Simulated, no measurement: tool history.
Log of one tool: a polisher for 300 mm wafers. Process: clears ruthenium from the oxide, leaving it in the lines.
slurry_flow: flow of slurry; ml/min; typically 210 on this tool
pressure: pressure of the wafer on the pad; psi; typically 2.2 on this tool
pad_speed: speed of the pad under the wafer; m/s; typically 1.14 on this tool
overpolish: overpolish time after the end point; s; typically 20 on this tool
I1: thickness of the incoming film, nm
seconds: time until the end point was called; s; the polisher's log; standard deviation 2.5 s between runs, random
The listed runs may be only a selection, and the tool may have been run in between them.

run 1 day=0 | slurry_flow=210 pressure=2.2 pad_speed=1.14 overpolish=20 | I1=160.7 | seconds=132.7
run 2 day=3.967 | slurry_flow=210 pressure=2.2 pad_speed=1.14 overpolish=20 | I1=160 | seconds=128.3
run 3 day=7.958 | slurry_flow=210 pressure=2.2 pad_speed=1.14 overpolish=20 | I1=161.4 | seconds=133.4
run 4 day=11.529 | slurry_flow=210 pressure=2.2 pad_speed=1.14 overpolish=20 | I1=158.9 | seconds=124.2
run 5 day=13.15 | slurry_flow=210 pressure=2.2 pad_speed=1.14 overpolish=20 | I1=159.4 | seconds=121.2
-- day=15.425 slurry nozzle cleaned
-- day=15.492 worn pad replaced by a new one
run 6 day=17.079 | slurry_flow=210 pressure=2.2 pad_speed=1.14 overpolish=14 | I1=161.2 | seconds=126.2
run 7 day=18.704 | slurry_flow=210 pressure=1.7 pad_speed=1.28 overpolish=20 | I1=159.8 | seconds=144.4
run 8 day=21.142 | slurry_flow=210 pressure=1.7 pad_speed=1.28 overpolish=20 | I1=160.5 | seconds=143.6
run 9 day=23.083 | slurry_flow=210 pressure=2.2 pad_speed=1.14 overpolish=20 | I1=160 | seconds=126.6
run 10 day=26.217 | slurry_flow=210 pressure=2.2 pad_speed=1.14 overpolish=20 | I1=160.2 | seconds=123.1
run 11 day=30.7 | slurry_flow=210 pressure=2.2 pad_speed=1.14 overpolish=20 | I1=157.8 | seconds=121.4
run 12 day=34.179 | slurry_flow=210 pressure=2.2 pad_speed=1.14 overpolish=20 | I1=162.7 | seconds=124.4
run 13 day=37.65 | slurry_flow=210 pressure=2.2 pad_speed=1.14 overpolish=23 | I1=158.3 | seconds=115.5
-- day=39.017 worn pad replaced by a new one, of another model than before
run 14 day=40.804 | slurry_flow=210 pressure=2.2 pad_speed=1.14 overpolish=20 | I1=157.5 | seconds=119.3
-- day=43.271 head pressure recalibrated
run 15 day=44.404 | slurry_flow=210 pressure=2.2 pad_speed=1.14 overpolish=20 | I1=162.6 | seconds=138.3
-- day=48.371 slurry nozzle cleaned
run 16 day=50.746 | slurry_flow=210 pressure=2.2 pad_speed=1.24 overpolish=20 | I1=158.4 | seconds=122
run 17 day=53.125 | slurry_flow=210 pressure=2.8 pad_speed=1.5 overpolish=17 | I1=158.4 | seconds=96.5
run 18 day=56.512 | slurry_flow=265 pressure=2.2 pad_speed=1.14 overpolish=30 | I1=159.7 | seconds=124.7
run 19 day=60.062 | slurry_flow=210 pressure=2.7 pad_speed=1.14 overpolish=16 | I1=161.7 | seconds=120.2
run 20 day=62.283 | slurry_flow=210 pressure=1.7 pad_speed=0.8 overpolish=20 | I1=162.5 | seconds=187.5
run 21 day=64.258 | slurry_flow=210 pressure=1.9 pad_speed=1.14 overpolish=20 | I1=161.6 | seconds=141.1
-- day=64.842 worn pad replaced by a new one
run 22 day=66.471 | slurry_flow=210 pressure=2.2 pad_speed=1.44 overpolish=23 | I1=158.8 | seconds=114.1
run 23 day=69.808 | slurry_flow=210 pressure=2.9 pad_speed=1.36 overpolish=20 | I1=158.7 | seconds=100.1
run 24 day=71.983 | slurry_flow=210 pressure=2.2 pad_speed=1.14 overpolish=20 | I1=161.1 | seconds=130.9
run 25 day=75.321 | slurry_flow=250 pressure=1.7 pad_speed=1.14 overpolish=28 | I1=162.2 | seconds=142.8
run 26 day=76.908 | slurry_flow=250 pressure=2.9 pad_speed=1 overpolish=25 | I1=160.4 | seconds=114.2
-- day=79.292 slurry nozzle cleaned
run 27 day=80.812 | slurry_flow=210 pressure=2.2 pad_speed=1.34 overpolish=26 | I1=161.6 | seconds=116.5
run 28 day=83.404 | slurry_flow=210 pressure=2.2 pad_speed=1.14 overpolish=29 | I1=159.7 | seconds=125.5
run 29 day=84.954 | slurry_flow=265 pressure=1.4 pad_speed=0.86 overpolish=26 | I1=159.6 | seconds=179

Estimate the outcome of run 30 from the log above:
-- day=86.212 worn pad replaced by a new one
run 30 day=87.975 | slurry_flow=210 pressure=2.2 pad_speed=1.14 overpolish=20 | I1=158.7 | seconds=?

seconds: 125.8 s
With the hidden condition absent and the run-to-run variation left alone, this run would have shown seconds 130.1 s.

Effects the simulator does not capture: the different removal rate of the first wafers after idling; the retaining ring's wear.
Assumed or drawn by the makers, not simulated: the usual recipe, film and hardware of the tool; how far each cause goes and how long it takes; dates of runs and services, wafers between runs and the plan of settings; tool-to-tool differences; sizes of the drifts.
